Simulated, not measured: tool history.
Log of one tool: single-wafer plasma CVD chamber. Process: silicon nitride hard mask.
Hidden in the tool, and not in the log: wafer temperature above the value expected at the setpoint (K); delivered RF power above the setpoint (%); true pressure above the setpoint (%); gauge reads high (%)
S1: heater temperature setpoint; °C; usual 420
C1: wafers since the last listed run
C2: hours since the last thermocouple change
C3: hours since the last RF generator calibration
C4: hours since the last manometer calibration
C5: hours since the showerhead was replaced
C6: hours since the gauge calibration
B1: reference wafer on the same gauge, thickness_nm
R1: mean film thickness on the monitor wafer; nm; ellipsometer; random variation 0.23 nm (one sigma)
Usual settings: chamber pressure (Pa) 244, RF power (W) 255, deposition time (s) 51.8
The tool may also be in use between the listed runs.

run 1 hour=0.0 | S1=420 chamber_pressure_(Pa)=244 RF_power_(W)=255 deposition_time_(s)=51.8 | C1=0 C2=1730.9 C3=1193.5 C4=1060.5 C5=5110.6 C6=30.9 | B1=62.732 | R1=51.106
-- hour=35.4 RF generator calibrated
run 2 hour=85.6 | S1=420 chamber_pressure_(Pa)=244 RF_power_(W)=255 deposition_time_(s)=51.8 | C1=1064 C2=1816.5 C3=50.2 C4=1146.1 C5=5196.2 C6=116.5 | B1=62.689 | R1=53.188
run 3 hour=168.8 | S1=420 chamber_pressure_(Pa)=281 RF_power_(W)=255 deposition_time_(s)=51.8 | C1=1141 C2=1899.7 C3=133.4 C4=1229.3 C5=5279.4 C6=199.7 | B1=62.782 | R1=55.282
run 4 hour=239.5 | S1=420 chamber_pressure_(Pa)=281 RF_power_(W)=255 deposition_time_(s)=51.8 | C1=969 C2=1970.4 C3=204.1 C4=1300.0 C5=5350.1 C6=270.4 | B1=62.820 | R1=55.317
run 5 hour=289.1 | S1=420 chamber_pressure_(Pa)=281 RF_power_(W)=255 deposition_time_(s)=51.8 | C1=680 C2=2020.0 C3=253.7 C4=1349.6 C5=5399.7 C6=320.0 | B1=62.630 | R1=55.191
run 6 hour=335.6 | S1=420 chamber_pressure_(Pa)=244 RF_power_(W)=255 deposition_time_(s)=51.8 | C1=637 C2=2066.5 C3=300.2 C4=1396.1 C5=5446.2 C6=366.5 | B1=62.844 | R1=53.190
run 7 hour=407.6 | S1=420 chamber_pressure_(Pa)=244 RF_power_(W)=255 deposition_time_(s)=51.8 | C1=987 C2=2138.5 C3=372.2 C4=1468.1 C5=5518.2 C6=438.5 | B1=62.793 | R1=52.663
run 8 hour=455.0 | S1=420 chamber_pressure_(Pa)=244 RF_power_(W)=255 deposition_time_(s)=51.8 | C1=650 C2=2185.9 C3=419.6 C4=1515.5 C5=5565.6 C6=485.9 | B1=62.846 | R1=52.610
run 9 hour=511.1 | S1=420 chamber_pressure_(Pa)=244 RF_power_(W)=255 deposition_time_(s)=51.8 | C1=769 C2=2242.0 C3=475.7 C4=1571.6 C5=5621.7 C6=542.0 | B1=62.896 | R1=52.651
run 10 hour=588.9 | S1=420 chamber_pressure_(Pa)=244 RF_power_(W)=255 deposition_time_(s)=51.8 | C1=1067 C2=2319.8 C3=553.5 C4=1649.4 C5=5699.5 C6=619.8 | B1=62.797 | R1=53.036
run 11 hour=683.8 | S1=420 chamber_pressure_(Pa)=244 RF_power_(W)=255 deposition_time_(s)=51.8 | C1=1302 C2=2414.7 C3=648.4 C4=1744.3 C5=5794.4 C6=714.7 | B1=62.787 | R1=52.595
-- hour=734.0 thermocouple changed; heater temperature recalibrated
run 12 hour=760.6 | S1=420 chamber_pressure_(Pa)=244 RF_power_(W)=255 deposition_time_(s)=51.8 | C1=943 C2=26.6 C3=725.2 C4=1821.1 C5=5871.2 C6=791.5 | B1=62.837 | R1=52.159
run 13 hour=801.0 | S1=420 chamber_pressure_(Pa)=244 RF_power_(W)=255 deposition_time_(s)=51.8 | C1=554 C2=67.0 C3=765.6 C4=1861.5 C5=5911.6 C6=831.9 | B1=62.631 | R1=52.246
run 14 hour=902.1 | S1=420 chamber_pressure_(Pa)=244 RF_power_(W)=255 deposition_time_(s)=51.8 | C1=1387 C2=168.1 C3=866.7 C4=1962.6 C5=6012.7 C6=933.0 | B1=62.631 | R1=51.905
-- hour=945.9 gauge calibrated
run 15 hour=955.7 | S1=420 chamber_pressure_(Pa)=244 RF_power_(W)=255 deposition_time_(s)=51.8 | C1=735 C2=221.7 C3=920.3 C4=2016.2 C5=6066.3 C6=9.8 | B1=62.888 | R1=52.055
-- hour=1005.3 showerhead replaced
run 16 hour=1009.2 | S1=420 chamber_pressure_(Pa)=244 RF_power_(W)=220 deposition_time_(s)=61.7 | C1=624 C2=275.2 C3=973.8 C4=2069.7 C5=3.9 C6=63.3 | B1=62.803 | R1=55.865
run 17 hour=1081.8 | S1=420 chamber_pressure_(Pa)=244 RF_power_(W)=255 deposition_time_(s)=51.8 | C1=996 C2=347.8 C3=1046.4 C4=2142.3 C5=76.5 C6=135.9 | B1=62.818 | R1=51.905
run 18 hour=1156.5 | S1=420 chamber_pressure_(Pa)=244 RF_power_(W)=255 deposition_time_(s)=51.8 | C1=1024 C2=422.5 C3=1121.1 C4=2217.0 C5=151.2 C6=210.6 | B1=62.899 | R1=51.382
-- hour=1207.4 capacitance manometer re-zeroed and calibrated
run 19 hour=1239.2 | S1=420 chamber_pressure_(Pa)=188 RF_power_(W)=255 deposition_time_(s)=43.8 | C1=1024 C2=505.2 C3=1203.8 C4=31.8 C5=233.9 C6=293.3 | B1=62.880 | R1=40.049
-- hour=1301.7 RF generator calibrated
run 20 hour=1341.1 | S1=420 chamber_pressure_(Pa)=244 RF_power_(W)=255 deposition_time_(s)=51.8 | C1=1288 C2=607.1 C3=39.4 C4=133.7 C5=335.8 C6=395.2 | B1=62.702 | R1=54.162
run 21 hour=1389.0 | S1=413 chamber_pressure_(Pa)=224 RF_power_(W)=255 deposition_time_(s)=51.8 | C1=657 C2=655.0 C3=87.3 C4=181.6 C5=383.7 C6=443.1 | B1=62.722 | R1=52.525
run 22 hour=1479.4 | S1=420 chamber_pressure_(Pa)=244 RF_power_(W)=255 deposition_time_(s)=41.7 | C1=1240 C2=745.4 C3=177.7 C4=272.0 C5=474.1 C6=533.5 | B1=62.766 | R1=43.080
run 23 hour=1549.7 | S1=420 chamber_pressure_(Pa)=299 RF_power_(W)=205 deposition_time_(s)=51.8 | C1=964 C2=815.7 C3=248.0 C4=342.3 C5=544.4 C6=603.8 | B1=62.794 | R1=48.295
run 24 hour=1624.3 | S1=425 chamber_pressure_(Pa)=244 RF_power_(W)=235 deposition_time_(s)=51.8 | C1=1023 C2=890.3 C3=322.6 C4=416.9 C5=619.0 C6=678.4 | B1=62.808 | R1=50.154
run 25 hour=1684.6 | S1=405 chamber_pressure_(Pa)=244 RF_power_(W)=290 deposition_time_(s)=61.1 | C1=827 C2=950.6 C3=382.9 C4=477.2 C5=679.3 C6=738.7 | B1=62.857 | R1=68.633
run 26 hour=1721.5 | S1=420 chamber_pressure_(Pa)=244 RF_power_(W)=255 deposition_time_(s)=51.8 | C1=506 C2=987.5 C3=419.8 C4=514.1 C5=716.2 C6=775.6 | B1=62.862 | R1=52.683
run 27 hour=1776.4 | S1=425 chamber_pressure_(Pa)=244 RF_power_(W)=255 deposition_time_(s)=57.6 | C1=753 C2=1042.4 C3=474.7 C4=569.0 C5=771.1 C6=830.5 | B1=62.964 | R1=58.371
run 28 hour=1882.8 | S1=411 chamber_pressure_(Pa)=303 RF_power_(W)=300 deposition_time_(s)=44.4 | C1=1459 C2=1148.8 C3=581.1 C4=675.4 C5=877.5 C6=936.9 | B1=62.818 | R1=53.388
run 29 hour=1960.3 | S1=433 chamber_pressure_(Pa)=304 RF_power_(W)=255 deposition_time_(s)=51.8 | C1=1063 C2=1226.3 C3=658.6 C4=752.9 C5=955.0 C6=1014.4 | B1=62.748 | R1=55.731

Measured less the same run without the tool's hidden state. The same run-to-run variation is in both; the gauge's scatter may not be:
run=1 R1=-2.508
run=2 R1=-0.501
run=3 R1=-0.677
run=4 R1=-0.810
run=5 R1=-0.902
run=6 R1=-0.955
run=7 R1=-1.076
run=8 R1=-1.162
run=9 R1=-1.265
run=10 R1=-1.419
run=11 R1=-1.584
run=12 R1=-1.712
run=13 R1=-1.791
run=14 R1=-1.968
run=15 R1=-2.074
run=16 R1=-2.460
run=17 R1=-2.307
run=18 R1=-2.425
run=19 R1=-2.012
run=20 R1=-0.153
run=21 R1=-0.232
run=22 R1=-0.321
run=23 R1=-0.498
run=24 R1=-0.618
run=25 R1=-0.949
run=26 R1=-0.825
run=27 R1=-1.024
run=28 R1=-1.088
run=29 R1=-1.332
